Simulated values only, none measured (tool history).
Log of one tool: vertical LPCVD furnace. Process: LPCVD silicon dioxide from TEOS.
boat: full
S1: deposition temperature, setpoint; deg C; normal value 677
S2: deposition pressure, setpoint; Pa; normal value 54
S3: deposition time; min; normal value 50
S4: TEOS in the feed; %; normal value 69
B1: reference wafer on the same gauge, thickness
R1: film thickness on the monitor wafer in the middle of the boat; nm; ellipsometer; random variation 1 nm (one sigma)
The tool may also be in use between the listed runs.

| run | hour | S1 | S2 | S3 | S4 | B1 | R1 |
|---|---|---|---|---|---|---|---|
| 1 | 0 | 677 | 54 | 50 | 69 | 256.4 | 235.63 |
| 2 | 61.1 | 677 | 54 | 50 | 69 | 255.77 | 235.25 |
| 3 | 115.6 | 677 | 54 | 50 | 69 | 255.92 | 235.66 |
| 4 | 160.8 | 677 | 54 | 50 | 77 | 256.33 | 247.05 |
|  | 176.7 | gauge calibrated |
| 5 | 224.5 | 677 | 54 | 50 | 77 | 255.78 | 248.18 |
| 6 | 294.3 | 669 | 60 | 50 | 69 | 255.77 | 204.6 |
| 7 | 382.7 | 671 | 54 | 50 | 69 | 256.29 | 203.56 |
| 8 | 457.7 | 672 | 54 | 50 | 69 | 256.03 | 206.8 |
| 9 | 544.8 | 672 | 54 | 50 | 69 | 255.73 | 207.58 |
| 10 | 605.1 | 672 | 54 | 50 | 69 | 255.6 | 205.16 |
|  | 667.6 | TEOS flow controller replaced |
| 11 | 668.1 | 677 | 54 | 50 | 69 | 255.82 | 234.58 |
| 12 | 706.4 | 677 | 54 | 50 | 69 | 256.03 | 235.46 |
| 13 | 803.6 | 683 | 54 | 50 | 61 | 256.33 | 255.67 |
| 14 | 904.5 | 685 | 58.7 | 50 | 78 | 255.97 | 315.08 |
| 15 | 991.4 | 677 | 54 | 57.5 | 79 | 256.26 | 288.44 |
|  | 1067.8 | pressure gauge zeroed |
| 16 | 1097 | 677 | 54 | 50 | 69 | 256.26 | 240.06 |
|  | 1141.8 | gauge calibrated |
| 17 | 1186.8 | 674 | 54 | 59.5 | 80 | 255.85 | 282.15 |
| 18 | 1274.6 | 677 | 46 | 50 | 69 | 256 | 218.78 |
| 19 | 1360.2 | 667 | 54 | 59 | 62 | 255.83 | 205.99 |
|  | 1434.6 | thermocouples replaced and temperature profile calibrated |
| 20 | 1435.1 | 685 | 58.7 | 50 | 78 | 256.65 | 316.46 |
| 21 | 1490.3 | 677 | 54 | 50 | 69 | 255.56 | 237.53 |
| 22 | 1573.1 | 677 | 54 | 50 | 69 | 255.39 | 236.63 |
| 23 | 1633.2 | 677 | 54 | 50 | 69 | 255.7 | 234.35 |
| 24 | 1710.6 | 677 | 54 | 40.5 | 69 | 256.02 | 191.32 |
| 25 | 1814.4 | 673 | 54 | 68 | 69 | 256.2 | 287.51 |

Below are 4 alternative next runs, each starting from the tool's condition after run 25. Predict each:
| A | 1818.5 | 669 | 54 | 50 | 69 | ? | ? |
| B | 1818.5 | 677 | 54 | 38 | 69 | ? | ? |
| C | 1818.5 | 672 | 44.7 | 34.5 | 76 | ? | ? |
| D | 1818.5 | 677 | 48 | 50 | 78 | ? | ? |

| run | B1 | R1 |
|---|---|---|
| A | 256.06 | 191.59 |
| B | 256.06 | 177.31 |
| C | 256.06 | 135.27 |
| D | 256.06 | 233.21 |
Without the tool's hidden state the same runs would have given:
| run | R1 |
|---|---|
| A | 195.86 |
| B | 181.26 |
| C | 138.94 |
| D | 239.07 |
